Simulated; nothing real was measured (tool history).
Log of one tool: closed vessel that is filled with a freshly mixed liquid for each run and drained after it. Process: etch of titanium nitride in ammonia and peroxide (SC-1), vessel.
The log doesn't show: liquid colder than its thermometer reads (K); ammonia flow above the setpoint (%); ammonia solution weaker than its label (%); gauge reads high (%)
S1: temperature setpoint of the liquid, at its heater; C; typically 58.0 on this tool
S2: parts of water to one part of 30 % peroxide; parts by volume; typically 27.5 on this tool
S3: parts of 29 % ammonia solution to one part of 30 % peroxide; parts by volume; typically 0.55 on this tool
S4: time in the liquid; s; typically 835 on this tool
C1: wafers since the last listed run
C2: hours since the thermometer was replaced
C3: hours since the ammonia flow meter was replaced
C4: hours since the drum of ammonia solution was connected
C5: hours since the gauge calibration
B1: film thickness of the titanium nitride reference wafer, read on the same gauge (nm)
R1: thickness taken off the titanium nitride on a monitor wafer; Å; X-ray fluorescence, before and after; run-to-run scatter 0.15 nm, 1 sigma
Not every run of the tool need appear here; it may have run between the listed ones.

run	hour	S1	S2	S3	S4	C1	C2	C3	C4	C5	B1	R1
1	0.0	58.0	27.5	0.55	835	0	228.2	76.6	775.9	2385.1	30.01	436.0
# hour 73.3: new drum of ammonia solution connected
2	74.9	58.0	19.5	0.55	835	5500	303.1	151.5	1.6	2460.0	30.00	529.4
3	151.6	58.0	19.5	0.55	835	5708	379.8	228.2	78.3	2536.7	30.02	529.6
4	204.0	58.0	27.5	0.55	835	3900	432.2	280.6	130.7	2589.1	30.00	436.9
5	288.4	58.0	27.5	0.55	835	6281	516.6	365.0	215.1	2673.5	29.94	437.2
6	356.5	58.0	18.0	0.55	505	5068	584.7	433.1	283.2	2741.6	30.05	337.9
7	458.7	58.0	27.5	0.25	835	7606	686.9	535.3	385.4	2843.8	30.00	378.2
8	518.4	58.0	27.5	0.80	835	4443	746.6	595.0	445.1	2903.5	29.96	472.9
9	612.9	58.0	27.5	0.55	835	7033	841.1	689.5	539.6	2998.0	30.02	439.7
10	698.1	54.0	27.5	0.55	475	6341	926.3	774.7	624.8	3083.2	29.95	192.1
11	745.1	62.5	27.5	0.80	835	3498	973.3	821.7	671.8	3130.2	30.01	637.3
12	789.6	58.0	20.5	0.85	835	3312	1017.8	866.2	716.3	3174.7	30.01	566.2
# hour 827.0: new drum of ammonia solution connected
13	836.0	58.0	27.5	0.40	835	3379	1064.2	912.6	9.0	3221.1	30.01	417.7
# hour 864.9: ammonia flow meter replaced
14	888.2	60.5	15.0	0.65	965	3810	1116.4	23.3	61.2	3273.3	29.99	861.5
15	931.5	58.0	27.5	0.55	835	3222	1159.7	66.6	104.5	3316.6	29.98	434.2
16	993.9	58.0	27.5	0.55	540	4644	1222.1	129.0	166.9	3379.0	30.02	282.2
17	1085.4	58.0	27.5	0.45	1060	6810	1313.6	220.5	258.4	3470.5	30.02	535.9
18	1145.4	58.0	27.5	0.40	835	4465	1373.6	280.5	318.4	3530.5	30.02	410.2
# hour 1171.0: gauge calibrated
19	1193.7	61.5	40.5	0.30	1025	3594	1421.9	328.8	366.7	22.7	30.01	481.1
20	1267.2	58.0	27.5	0.55	835	5470	1495.4	402.3	440.2	96.2	30.02	440.6
21	1341.8	58.0	27.5	0.55	835	5552	1570.0	476.9	514.8	170.8	29.99	440.4
22	1433.3	58.0	27.5	0.55	835	6810	1661.5	568.4	606.3	262.3	30.03	440.8
23	1508.2	58.0	27.5	0.55	680	5574	1736.4	643.3	681.2	337.2	30.00	360.4
# hour 1511.2: new drum of ammonia solution connected
24	1583.4	58.0	27.5	0.55	835	5522	1811.6	718.5	72.2	412.4	30.00	440.9
25	1683.3	63.0	27.5	0.35	835	7435	1911.5	818.4	172.1	512.3	30.02	562.9
# hour 1715.0: ammonia flow meter replaced
26	1753.8	58.0	27.5	0.35	835	5172	1982.0	38.8	242.6	582.8	30.00	398.2
27	1804.4	58.0	27.5	0.55	835	3766	2032.6	89.4	293.2	633.4	30.02	434.6

Alternative continuations, all from the tool just after run 27; predict every row:
A	1805.3	58.0	27.5	0.55	575	66	2033.5	90.3	294.1	634.3	?	?
B	1805.3	64.0	37.0	0.75	1260	66	2033.5	90.3	294.1	634.3	?	?
C	1805.3	58.0	27.5	0.75	835	66	2033.5	90.3	294.1	634.3	?	?
D	1805.3	58.0	17.5	0.55	835	66	2033.5	90.3	294.1	634.3	?	?

run	B1	R1
A	30.02	296.9
B	30.02	861.0
C	30.02	456.8
D	30.02	555.3
Without the tool's hidden state the same runs would have given:
run	R1
A	295.8
B	857.8
C	455.2
D	553.3
